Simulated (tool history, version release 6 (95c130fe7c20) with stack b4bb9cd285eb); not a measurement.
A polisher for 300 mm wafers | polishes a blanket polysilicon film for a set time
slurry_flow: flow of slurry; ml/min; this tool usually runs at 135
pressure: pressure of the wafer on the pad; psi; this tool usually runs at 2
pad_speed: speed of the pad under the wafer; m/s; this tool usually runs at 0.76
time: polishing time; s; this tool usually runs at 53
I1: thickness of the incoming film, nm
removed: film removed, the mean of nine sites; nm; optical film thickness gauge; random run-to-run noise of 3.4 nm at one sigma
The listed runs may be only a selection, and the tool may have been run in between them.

run 1 hour=0 | slurry_flow=100 pressure=2 pad_speed=0.56 time=53 | I1=2056.8 | removed=152.5
run 2 hour=13.7 | slurry_flow=100 pressure=2 pad_speed=0.56 time=53 | I1=2059.6 | removed=149.7
run 3 hour=35 | slurry_flow=100 pressure=2 pad_speed=0.56 time=53 | I1=2098.6 | removed=142.1
run 4 hour=58.1 | slurry_flow=135 pressure=2 pad_speed=0.94 time=68 | I1=2113.5 | removed=294.1
-- hour=65 worn pad replaced by a new one
run 5 hour=74.6 | slurry_flow=135 pressure=2 pad_speed=0.76 time=61 | I1=2080.7 | removed=249.1
run 6 hour=94.4 | slurry_flow=105 pressure=2.5 pad_speed=0.76 time=53 | I1=2051 | removed=222.9
run 7 hour=114.1 | slurry_flow=105 pressure=2.5 pad_speed=0.76 time=53 | I1=2123.1 | removed=217.5
run 8 hour=127.1 | slurry_flow=105 pressure=2.5 pad_speed=0.76 time=53 | I1=2073.3 | removed=218.4
run 9 hour=142.7 | slurry_flow=135 pressure=2 pad_speed=0.76 time=53 | I1=2092.9 | removed=192.5
-- hour=159.1 worn pad replaced by a new one
run 10 hour=159.6 | slurry_flow=135 pressure=2 pad_speed=0.76 time=53 | I1=2101 | removed=206.8
run 11 hour=185.6 | slurry_flow=135 pressure=2 pad_speed=0.76 time=53 | I1=2068.9 | removed=202.3
-- hour=199.3 head pressure recalibrated
run 12 hour=215.2 | slurry_flow=110 pressure=2.7 pad_speed=0.92 time=46 | I1=2090 | removed=238.3
run 13 hour=243.1 | slurry_flow=135 pressure=2 pad_speed=0.92 time=53 | I1=2052.4 | removed=220.4
-- hour=252.1 worn pad replaced by a new one
run 14 hour=260.2 | slurry_flow=105 pressure=2 pad_speed=0.76 time=40 | I1=2090.8 | removed=140.3
-- hour=277 slurry nozzle cleaned
run 15 hour=294.5 | slurry_flow=135 pressure=2 pad_speed=0.76 time=53 | I1=2088.7 | removed=214.8
run 16 hour=312.8 | slurry_flow=105 pressure=2.5 pad_speed=0.76 time=53 | I1=2105.7 | removed=239.4
-- hour=331.2 worn pad replaced by a new one
run 17 hour=335.4 | slurry_flow=100 pressure=2 pad_speed=0.76 time=59 | I1=2115.4 | removed=235.9
run 18 hour=351.3 | slurry_flow=135 pressure=2 pad_speed=0.76 time=53 | I1=2073 | removed=227.5
run 19 hour=370.5 | slurry_flow=155 pressure=1.4 pad_speed=0.66 time=48 | I1=2094.4 | removed=140.5
run 20 hour=402.5 | slurry_flow=135 pressure=2 pad_speed=0.76 time=53 | I1=2066.4 | removed=206.7
run 21 hour=414.9 | slurry_flow=135 pressure=1.7 pad_speed=0.76 time=53 | I1=2081.8 | removed=176.7
-- hour=429.5 worn pad replaced by a new one
run 22 hour=446.4 | slurry_flow=135 pressure=1.5 pad_speed=0.76 time=58 | I1=2062.4 | removed=199.3

4 ways to go on from here, each from the tool as it stands after run 22. What would each give?
run A hour=446.8 | slurry_flow=135 pressure=2 pad_speed=0.76 time=53 | I1=2100.3 | removed=?
run B hour=446.8 | slurry_flow=170 pressure=2 pad_speed=0.76 time=39 | I1=2100.3 | removed=?
run C hour=446.8 | slurry_flow=135 pressure=1.4 pad_speed=0.76 time=53 | I1=2100.3 | removed=?
run D hour=446.8 | slurry_flow=135 pressure=2 pad_speed=0.9 time=53 | I1=2100.3 | removed=?

run=A removed=217.7
run=B removed=166.8
run=C removed=172.2
run=D removed=253
Without the tool's hidden state the same runs would have given:
run=A removed=230.6
run=B removed=175.9
run=C removed=182.4
run=D removed=268
